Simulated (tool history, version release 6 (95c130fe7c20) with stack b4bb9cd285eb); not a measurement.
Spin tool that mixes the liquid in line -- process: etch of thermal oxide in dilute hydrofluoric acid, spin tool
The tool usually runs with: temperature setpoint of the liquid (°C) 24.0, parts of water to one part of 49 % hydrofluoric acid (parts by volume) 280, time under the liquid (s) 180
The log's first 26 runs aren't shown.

run	hour	temperature setpoint of the liquid (°C)	parts of water to one part of 49 % hydrofluoric acid (parts by volume)	time under the liquid (s)	wafers since the last listed run	hours since the thermometer was replaced	hours since the hydrofluoric acid flow meter was replaced	hours since the gauge calibration	read-back film thickness of the thermal oxide reference wafer, read on the same gauge (nm)	thickness taken off the thermal oxide on a monitor wafer (Å)
27	716.0	24.0	385	180	56	366.7	301.2	333.9	130.023	17.71
28	742.4	24.0	280	240	117	393.1	327.6	360.3	130.005	35.27
29	763.9	24.0	185	180	95	414.6	349.1	381.8	130.002	44.56
30	793.3	22.5	170	220	130	444.0	378.5	411.2	130.015	57.00
31	813.9	24.0	280	70	91	464.6	399.1	431.8	130.006	10.25
32	849.5	19.5	170	105	158	500.2	434.7	467.4	130.004	24.29
33	862.3	24.0	280	180	56	513.0	447.5	480.2	129.985	26.39
34	886.2	27.0	410	230	106	536.9	471.4	504.1	129.973	22.62

Branching from run 34: 4 alternative next runs. What would each branch give?
A	886.7	24.0	320	180	2	537.4	471.9	504.6	?	?
B	886.7	25.5	370	180	2	537.4	471.9	504.6	?	?
C	886.7	20.0	280	270	2	537.4	471.9	504.6	?	?
D	886.7	22.0	375	180	2	537.4	471.9	504.6	?	?

run	read-back film thickness of the thermal oxide reference wafer, read on the same gauge (nm)	thickness taken off the thermal oxide on a monitor wafer (Å)
A	130.002	22.22
B	130.002	19.24
C	130.002	34.37
D	130.002	16.84
Without the tool's unlogged condition, the same runs would have read:
run	thickness taken off the thermal oxide on a monitor wafer (Å)
A	21.53
B	18.67
C	33.22
D	16.31
